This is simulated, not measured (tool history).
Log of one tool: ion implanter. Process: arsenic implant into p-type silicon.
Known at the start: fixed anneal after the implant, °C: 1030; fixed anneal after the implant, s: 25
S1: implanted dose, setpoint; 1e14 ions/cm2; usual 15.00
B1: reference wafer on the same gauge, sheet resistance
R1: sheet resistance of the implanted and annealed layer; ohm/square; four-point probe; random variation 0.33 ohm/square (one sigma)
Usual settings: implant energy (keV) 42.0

Run 1, hour 0.0: usual settings; B1 79.63. Result: R1 78.83 ohm/square.
Run 2, hour 69.5: usual settings; B1 79.55. Result: R1 79.28 ohm/square.
Run 3, hour 139.2: usual settings but implant energy (keV) 30.5; B1 79.66. Result: R1 85.18 ohm/square.
Run 4, hour 191.5: usual settings but implant energy (keV) 32.5; B1 79.58. Result: R1 83.31 ohm/square.
Run 5, hour 257.9: usual settings; B1 79.61. Result: R1 79.49 ohm/square.
Run 6, hour 457.9: usual settings; B1 79.58. Result: R1 78.15 ohm/square.
Run 7, hour 524.4: usual settings; B1 79.52. Result: R1 78.33 ohm/square.
Run 8, hour 571.5: usual settings; B1 79.57. Result: R1 78.44 ohm/square.
At hour 619.3: extraction supply calibrated.
Run 9, hour 746.4: usual settings but S1 16.73 1e14 ions/cm2, implant energy (keV) 50.5; B1 79.62. Result: R1 70.14 ohm/square.
Run 10, hour 804.8: usual settings but S1 16.73 1e14 ions/cm2, implant energy (keV) 50.5; B1 79.61. Result: R1 69.76 ohm/square.
Run 11, hour 873.1: usual settings but S1 16.73 1e14 ions/cm2, implant energy (keV) 50.5; B1 79.60. Result: R1 69.85 ohm/square.
Run 12, hour 970.6: usual settings; B1 79.62. Result: R1 77.91 ohm/square.
Run 13, hour 1025.4: usual settings but S1 19.35 1e14 ions/cm2, implant energy (keV) 36.5; B1 79.56. Result: R1 70.57 ohm/square.
Run 14, hour 1076.9: usual settings; B1 79.50. Result: R1 77.75 ohm/square.
Run 15, hour 1125.2: usual settings but implant energy (keV) 30.0; B1 79.63. Result: R1 83.38 ohm/square.
At hour 1141.8: Faraday cup replaced and dose calibrated.
Run 16, hour 1193.2: usual settings but S1 16.76 1e14 ions/cm2, implant energy (keV) 36.0; B1 79.66. Result: R1 79.75 ohm/square.
Run 17, hour 1226.1: usual settings but S1 10.74 1e14 ions/cm2; B1 79.66. Result: R1 101.73 ohm/square.
Run 18, hour 1268.7: usual settings but S1 17.55 1e14 ions/cm2, implant energy (keV) 38.0; B1 79.61. Result: R1 77.21 ohm/square.
Run 19, hour 1324.1: usual settings; B1 79.72. Result: R1 82.22 ohm/square.
Run 20, hour 1391.1: usual settings but S1 18.32 1e14 ions/cm2, implant energy (keV) 31.0; B1 79.68. Result: R1 79.86 ohm/square.
Run 21, hour 1445.5: usual settings; B1 79.57. Result: R1 82.23 ohm/square.
Run 22, hour 1502.8: usual settings but S1 12.71 1e14 ions/cm2, implant energy (keV) 38.0; B1 79.65. Result: R1 91.92 ohm/square.
At hour 1548.9: Faraday cup replaced and dose calibrated, repeated, since the last time left the tool worse.
Run 23, hour 1569.5: usual settings but S1 11.01 1e14 ions/cm2; B1 79.53. Result: R1 96.70 ohm/square.
Run 24, hour 1629.0: usual settings but implant energy (keV) 53.5; B1 79.48. Result: R1 75.06 ohm/square.
At hour 1683.5: gauge calibrated.
Run 25, hour 1698.8: usual settings but S1 11.55 1e14 ions/cm2; B1 79.76. Result: R1 93.35 ohm/square.
Run 26, hour 1867.0: usual settings; B1 79.57. Result: R1 79.23 ohm/square.
Run 27, hour 1901.1: usual settings; B1 79.53. Result: R1 80.00 ohm/square.
Run 28, hour 1950.3: usual settings but S1 18.69 1e14 ions/cm2, implant energy (keV) 48.5; B1 79.65. Result: R1 68.28 ohm/square.
Run 29, hour 2007.9: usual settings but S1 12.24 1e14 ions/cm2, implant energy (keV) 48.0; B1 79.71. Result: R1 88.24 ohm/square.
Run 30, hour 2049.3: usual settings but S1 13.50 1e14 ions/cm2, implant energy (keV) 30.5; B1 79.60. Result: R1 90.76 ohm/square.
Run 31, hour 2163.5: usual settings but S1 18.83 1e14 ions/cm2, implant energy (keV) 27.5; B1 79.48. Result: R1 78.98 ohm/square.
Run 32, hour 2209.6: usual settings but S1 18.08 1e14 ions/cm2; B1 79.63. Result: R1 71.83 ohm/square.
Run 33, hour 2254.0: usual settings but implant energy (keV) 48.5; B1 79.57. Result: R1 76.85 ohm/square.
Run 34, hour 2313.6: usual settings but S1 17.00 1e14 ions/cm2, implant energy (keV) 51.5; B1 79.64. Result: R1 69.83 ohm/square.
Run 35, hour 2363.9: usual settings but S1 11.19 1e14 ions/cm2; B1 79.58. Result: R1 94.94 ohm/square.
Run 36, hour 2393.0: usual settings but S1 11.16 1e14 ions/cm2, implant energy (keV) 50.5; B1 79.53. Result: R1 91.54 ohm/square.
Run 37, hour 2451.0: usual settings but implant energy (keV) 49.0; B1 79.65. Result: R1 76.24 ohm/square.

4 ways to go on from here, each from the tool as it stands after run 37. What would each give?
Run A, hour 2451.4: usual settings but implant energy (keV) 55.5; B1 ?. Result: R1 ?.
Run B, hour 2451.4: usual settings but S1 17.01 1e14 ions/cm2; B1 ?. Result: R1 ?.
Run C, hour 2451.4: usual settings but S1 10.98 1e14 ions/cm2; B1 ?. Result: R1 ?.
Run D, hour 2451.4: usual settings but S1 19.10 1e14 ions/cm2, implant energy (keV) 30.5; B1 ?. Result: R1 ?.

run     B1     R1
  A  79.61  73.61
  B  79.61  73.46
  C  79.61  95.46
  D  79.61  75.86
Without the tool's hidden state the same runs would have given:
run     R1
  A  73.72
  B  73.55
  C  95.61
  D  75.93
